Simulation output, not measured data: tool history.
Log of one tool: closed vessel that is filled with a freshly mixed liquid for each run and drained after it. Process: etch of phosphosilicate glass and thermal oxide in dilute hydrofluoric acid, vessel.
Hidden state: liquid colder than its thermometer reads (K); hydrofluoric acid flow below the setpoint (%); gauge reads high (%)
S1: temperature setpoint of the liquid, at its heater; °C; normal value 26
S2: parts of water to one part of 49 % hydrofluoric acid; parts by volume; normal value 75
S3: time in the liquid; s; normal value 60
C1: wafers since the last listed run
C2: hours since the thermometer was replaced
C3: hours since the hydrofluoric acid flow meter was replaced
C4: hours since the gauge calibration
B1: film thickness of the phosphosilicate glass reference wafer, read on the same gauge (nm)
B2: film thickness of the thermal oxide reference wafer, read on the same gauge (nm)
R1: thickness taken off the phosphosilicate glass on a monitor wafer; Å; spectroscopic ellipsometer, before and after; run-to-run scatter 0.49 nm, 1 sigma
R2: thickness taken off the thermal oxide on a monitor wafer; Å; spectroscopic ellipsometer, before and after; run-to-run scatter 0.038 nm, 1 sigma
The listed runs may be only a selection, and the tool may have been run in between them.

run	hour	S1	S2	S3	C1	C2	C3	C4	B1	B2	R1	R2
1	0	26	75	60	0	1461.5	1629.5	244.3	90	70.022	775	37.73
2	10.5	26	75	60	1388	1472	1640	254.8	90	70.014	770.9	37.69
3	25.6	26	75	60	1996	1487.1	1655.1	269.9	90	69.996	765.3	37.8
4	35	28	75	60	1242	1496.5	1664.5	279.3	89.99	69.984	844.7	40.18
5	46.6	28	75	60	1533	1508.1	1676.1	290.9	90	69.995	833.7	40.04
6	53.6	28	75	60	925	1515.1	1683.1	297.9	90	69.996	841.3	40.21
7	60.4	30	60	40	899	1521.9	1689.9	304.7	90.01	70.004	774.2	37.07
# hour 68.5: thermometer replaced
8	69	27.5	40	40	1004	0.5	1698.5	313.3	89.99	70.01	1179.6	56.48
9	79	26	90	30	1322	10.5	1708.5	323.3	89.99	69.994	345.9	16.89
10	89.5	26	75	60	1388	21	1719	333.8	90	70.005	855.7	41.09
# hour 101.5: hydrofluoric acid flow meter replaced
11	104.7	21.5	40	60	1877	36.2	3.2	349	90.01	70.005	1364.6	66.89
12	115.5	29	60	45	1427	47	14	359.8	90.01	69.997	913	43.61
# hour 130.1: gauge calibrated
13	131.3	22.5	95	50	2088	62.8	29.8	1.2	90.01	69.992	470.5	22.68
14	148.6	28.5	90	75	2287	80.1	47.1	18.5	90	70.011	951.5	46.01
15	156.3	26	75	60	1017	87.8	54.8	26.2	90.01	70.026	852.1	40.36
16	170.6	27.5	40	40	1890	102.1	69.1	40.5	90.01	69.972	1172.9	57.24
17	187.5	26	75	60	2234	119	86	57.4	90	69.987	845.3	41.05
18	194.1	26	75	30	872	125.6	92.6	64	90.01	69.99	422.2	20.64
19	208.4	26	40	85	1890	139.9	106.9	78.3	90.02	69.996	2345.1	112.27
20	221.9	28	85	60	1784	153.4	120.4	91.8	90	69.997	793.6	38.2
21	237.5	28	85	60	2062	169	136	107.4	89.97	70.015	790.6	37.84

For run 22, what comes out?
22	246.9	26	75	60	1242	178.4	145.4	116.8	?	?	?	?

B1: 90
B2: 69.97
R1: 843 Å
R2: 39.85 Å
If the tool had no hidden condition, the same run with the same run-to-run variation would have returned R1 866.1 Å, R2 40.95 Å.
